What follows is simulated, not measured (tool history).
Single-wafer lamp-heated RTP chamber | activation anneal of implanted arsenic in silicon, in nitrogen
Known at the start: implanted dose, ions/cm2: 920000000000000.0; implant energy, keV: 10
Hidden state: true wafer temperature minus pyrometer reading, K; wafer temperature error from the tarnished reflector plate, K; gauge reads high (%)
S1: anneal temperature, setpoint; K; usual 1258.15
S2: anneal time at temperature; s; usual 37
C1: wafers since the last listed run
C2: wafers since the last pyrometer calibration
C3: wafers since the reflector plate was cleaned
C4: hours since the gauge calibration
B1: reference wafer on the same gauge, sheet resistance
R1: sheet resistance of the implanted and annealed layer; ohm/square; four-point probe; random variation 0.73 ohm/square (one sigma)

run 1 hour=0.0 | S1=1258.15 S2=37 | C1=0 C2=3894 C3=6788 C4=693.6 | B1=154.86 | R1=168.53
run 2 hour=28.9 | S1=1258.15 S2=37 | C1=244 C2=4138 C3=7032 C4=722.5 | B1=155.03 | R1=168.02
run 3 hour=68.8 | S1=1258.15 S2=37 | C1=336 C2=4475 C3=7369 C4=762.4 | B1=154.95 | R1=167.91
run 4 hour=108.8 | S1=1258.15 S2=37 | C1=337 C2=4813 C3=7707 C4=802.4 | B1=155.22 | R1=168.26
run 5 hour=160.3 | S1=1235.15 S2=24 | C1=434 C2=5248 C3=8142 C4=853.9 | B1=154.72 | R1=195.13
run 6 hour=203.1 | S1=1235.15 S2=24 | C1=361 C2=5609 C3=8503 C4=896.7 | B1=154.71 | R1=194.24
-- hour=216.3 reflector plate cleaned
run 7 hour=253.9 | S1=1235.15 S2=24 | C1=361 C2=5970 C3=317 C4=947.5 | B1=155.11 | R1=194.50
-- hour=282.3 pyrometer window cleaned and pyrometer calibrated
run 8 hour=282.8 | S1=1258.15 S2=26 | C1=176 C2=3 C3=493 C4=976.4 | B1=155.32 | R1=177.06
run 9 hour=306.4 | S1=1258.15 S2=26 | C1=199 C2=203 C3=693 C4=1000.0 | B1=154.98 | R1=176.85
run 10 hour=371.3 | S1=1258.15 S2=37 | C1=547 C2=751 C3=1241 C4=1064.9 | B1=154.89 | R1=168.41
run 11 hour=417.2 | S1=1258.15 S2=37 | C1=387 C2=1138 C3=1628 C4=1110.8 | B1=154.82 | R1=168.34
run 12 hour=460.7 | S1=1258.15 S2=37 | C1=367 C2=1506 C3=1995 C4=1154.3 | B1=155.13 | R1=167.60
run 13 hour=510.8 | S1=1266.15 S2=37 | C1=423 C2=1929 C3=2418 C4=1204.4 | B1=154.70 | R1=162.96
run 14 hour=574.7 | S1=1266.15 S2=37 | C1=539 C2=2468 C3=2958 C4=1268.3 | B1=154.86 | R1=162.19
run 15 hour=599.0 | S1=1258.15 S2=28 | C1=205 C2=2673 C3=3163 C4=1292.6 | B1=155.05 | R1=174.39
run 16 hour=639.4 | S1=1258.15 S2=28 | C1=341 C2=3014 C3=3504 C4=1333.0 | B1=154.82 | R1=174.65
run 17 hour=664.9 | S1=1249.15 S2=27 | C1=215 C2=3230 C3=3720 C4=1358.5 | B1=155.03 | R1=182.59
run 18 hour=716.7 | S1=1278.15 S2=20 | C1=437 C2=3667 C3=4157 C4=1410.3 | B1=154.86 | R1=169.19
-- hour=776.8 gauge calibrated
-- hour=928.1 pyrometer window cleaned and pyrometer calibrated
run 19 hour=930.7 | S1=1258.15 S2=37 | C1=1739 C2=22 C3=5896 C4=153.9 | B1=155.03 | R1=169.05
run 20 hour=964.1 | S1=1258.15 S2=37 | C1=282 C2=304 C3=6178 C4=187.3 | B1=155.12 | R1=169.27
run 21 hour=999.6 | S1=1268.15 S2=26 | C1=299 C2=603 C3=6478 C4=222.8 | B1=155.01 | R1=170.20
run 22 hour=1045.0 | S1=1258.15 S2=28 | C1=383 C2=987 C3=6861 C4=268.2 | B1=154.94 | R1=174.98
run 23 hour=1084.4 | S1=1258.15 S2=37 | C1=332 C2=1319 C3=7194 C4=307.6 | B1=155.05 | R1=167.24
run 24 hour=1156.0 | S1=1276.15 S2=31 | C1=604 C2=1924 C3=7799 C4=379.2 | B1=155.01 | R1=159.97
run 25 hour=1181.3 | S1=1270.15 S2=57 | C1=213 C2=2138 C3=8012 C4=404.5 | B1=154.60 | R1=149.43
-- hour=1218.4 reflector plate cleaned
run 26 hour=1241.1 | S1=1266.15 S2=18 | C1=437 C2=2575 C3=191 C4=464.3 | B1=155.27 | R1=179.58
run 27 hour=1269.7 | S1=1235.15 S2=50 | C1=241 C2=2817 C3=432 C4=492.9 | B1=155.05 | R1=177.56
run 28 hour=1329.4 | S1=1268.15 S2=37 | C1=504 C2=3321 C3=936 C4=552.6 | B1=155.06 | R1=160.78
run 29 hour=1382.8 | S1=1230.15 S2=48 | C1=450 C2=3772 C3=1387 C4=606.0 | B1=155.16 | R1=184.97
run 30 hour=1438.7 | S1=1258.15 S2=26 | C1=472 C2=4244 C3=1859 C4=661.9 | B1=154.84 | R1=176.12
run 31 hour=1496.0 | S1=1275.15 S2=26 | C1=483 C2=4727 C3=2343 C4=719.2 | B1=155.04 | R1=163.82
run 32 hour=1531.1 | S1=1241.15 S2=37 | C1=296 C2=5024 C3=2640 C4=754.3 | B1=154.78 | R1=181.74
run 33 hour=1567.7 | S1=1277.15 S2=37 | C1=309 C2=5333 C3=2949 C4=790.9 | B1=155.07 | R1=154.56

What the log doesn't show, run by run:
true wafer temperature minus pyrometer reading, K: 0 in every run
wafer temperature error from the tarnished reflector plate, K: 0 in every run
gauge reads high (%): 0 in every run
